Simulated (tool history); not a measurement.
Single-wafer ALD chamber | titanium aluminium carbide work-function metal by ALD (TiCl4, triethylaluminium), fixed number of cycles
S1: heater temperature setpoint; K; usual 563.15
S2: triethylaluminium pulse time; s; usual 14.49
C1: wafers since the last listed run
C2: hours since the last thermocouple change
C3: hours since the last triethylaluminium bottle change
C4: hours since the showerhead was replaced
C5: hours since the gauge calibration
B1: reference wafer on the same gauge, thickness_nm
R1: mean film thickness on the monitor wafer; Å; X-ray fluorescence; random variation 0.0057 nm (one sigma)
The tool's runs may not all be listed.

run   hour      S1     S2   C1      C2      C3      C4     C5     B1     R1
  1    0.0  563.15  14.49    0  2197.5  1301.4  8070.7  148.7  2.239  17.86
  2   34.3  563.15  10.63  330  2231.8  1335.7  8105.0  183.0  2.237  15.71
  3   68.5  563.15  10.63  329  2266.0  1369.9  8139.2  217.2  2.242  15.49
  4   94.8  563.15  14.49  253  2292.3  1396.2  8165.5  243.5  2.238  17.60
  5  112.8  563.15  14.49  173  2310.3  1414.2  8183.5  261.5  2.241  17.60
  6  144.6  572.15  14.49  306  2342.1  1446.0  8215.3  293.3  2.242  18.11
  7  166.7  553.15  14.49  213  2364.2  1468.1  8237.4  315.4  2.237  16.70
  8  184.0  553.15  14.49  166  2381.5  1485.4  8254.7  332.7  2.239  16.69
  9  230.6  555.15   9.34  449  2428.1  1532.0  8301.3  379.3  2.238  13.16
 10  265.3  563.15  14.49  334  2462.8  1566.7  8336.0  414.0  2.240  17.09
     287.3  -- triethylaluminium bottle replaced
 11  297.0  563.15  14.49  228  2494.5     9.7  8367.7  445.7  2.239  18.77
 12  323.6  567.15  16.07  256  2521.1    36.3  8394.3  472.3  2.242  19.23
     336.7  -- showerhead replaced
 13  341.7  548.15  16.33   97  2539.2    54.4     5.0  490.4  2.241  17.77

Run 14 comes next. What will it give?
     369.7  -- gauge calibrated
     432.3  -- thermocouple changed; heater temperature recalibrated
 14  432.8  572.15  11.07  801  0.5  145.5  96.1  63.1   ?   ?

Run 14 gave B1 2.242, R1 18.69 Å.
Without the tool's hidden state the same run would have given R1 19.08 Å.
